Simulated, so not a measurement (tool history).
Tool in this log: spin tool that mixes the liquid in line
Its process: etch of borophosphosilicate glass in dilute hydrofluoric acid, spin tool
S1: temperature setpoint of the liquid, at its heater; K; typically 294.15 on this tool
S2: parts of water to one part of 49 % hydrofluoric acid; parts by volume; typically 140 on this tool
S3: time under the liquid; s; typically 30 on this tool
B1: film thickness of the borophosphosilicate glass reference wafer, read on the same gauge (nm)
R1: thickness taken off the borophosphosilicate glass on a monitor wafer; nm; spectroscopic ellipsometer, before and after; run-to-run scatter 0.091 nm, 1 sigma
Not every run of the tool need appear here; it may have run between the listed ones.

run	day	S1	S2	S3	B1	R1
1	0	291.65	140	30	80.02	11.74
2	1.45	291.65	140	30	79.99	11.68
3	2.454	294.15	140	30	79.99	13
4	3.825	294.15	140	30	79.98	13.02
5	4.446	294.15	140	30	79.96	13.04
6	5.917	294.15	85	30	80	23.17
7	6.796	294.15	85	30	80	22.9
8	8.25	294.15	190	30	80	9.37
9	9.629	294.15	190	30	79.97	9.37
10	10.812	294.15	140	30	79.95	13.5
11	11.625	294.15	140	30	79.99	13.39
12	14.762	294.15	140	30	79.97	13.73
# day 15.4: gauge calibrated
13	16.025	294.15	140	30	80.01	13.84
# day 16.388: thermometer replaced
14	17.042	294.15	140	30	80	12.73
15	17.604	294.15	100	30	80	18.95
16	18.112	294.15	175	45	80.02	15.09
17	18.921	292.15	140	45	79.97	18.06
18	20.2	299.15	100	30	80	23.19
19	21.538	297.15	115	35	79.99	21.56
20	22.608	299.15	100	30	80.03	23.66
# day 22.658: hydrofluoric acid flow meter replaced
21	23.65	298.15	175	45	79.96	15.34
22	24.867	294.15	140	30	79.98	11.41
23	25.629	294.15	140	30	79.98	11.55
24	26.15	290.15	140	20	79.98	6.61
25	26.912	292.15	180	25	79.98	6.64
26	28.362	294.15	140	50	79.98	19.55
27	29.833	298.15	165	30	80	11.32
28	31.096	294.15	140	30	80.01	11.98
29	31.779	291.15	205	50	79.95	11.23
30	32.879	298.65	80	40	79.96	36.1
31	33.792	296.65	140	30	79.95	13.29

Table of differences, measured result less the result of that run with no hidden state. Run-to-run variation is the same in both. Gauge scatter possibly is not:
Unlogged tool condition in this case: liquid hotter than its thermometer reads (K); hydrofluoric acid flow above the setpoint (%); gauge reads high (%).
run	R1
1	+1.6
2	+1.66
3	+1.9
4	+1.96
5	+2
6	+3.59
7	+3.63
8	+1.59
9	+1.64
10	+2.38
11	+2.4
12	+2.61
13	+2.69
14	+1.8
15	+2.66
16	+2.24
17	+2.67
18	+3.49
19	+3.37
20	+3.77
21	+0.46
22	+0.42
23	+0.46
24	+0.29
25	+0.3
26	+1.01
27	+0.63
28	+0.76
29	+0.74
30	+2.52
31	+0.97
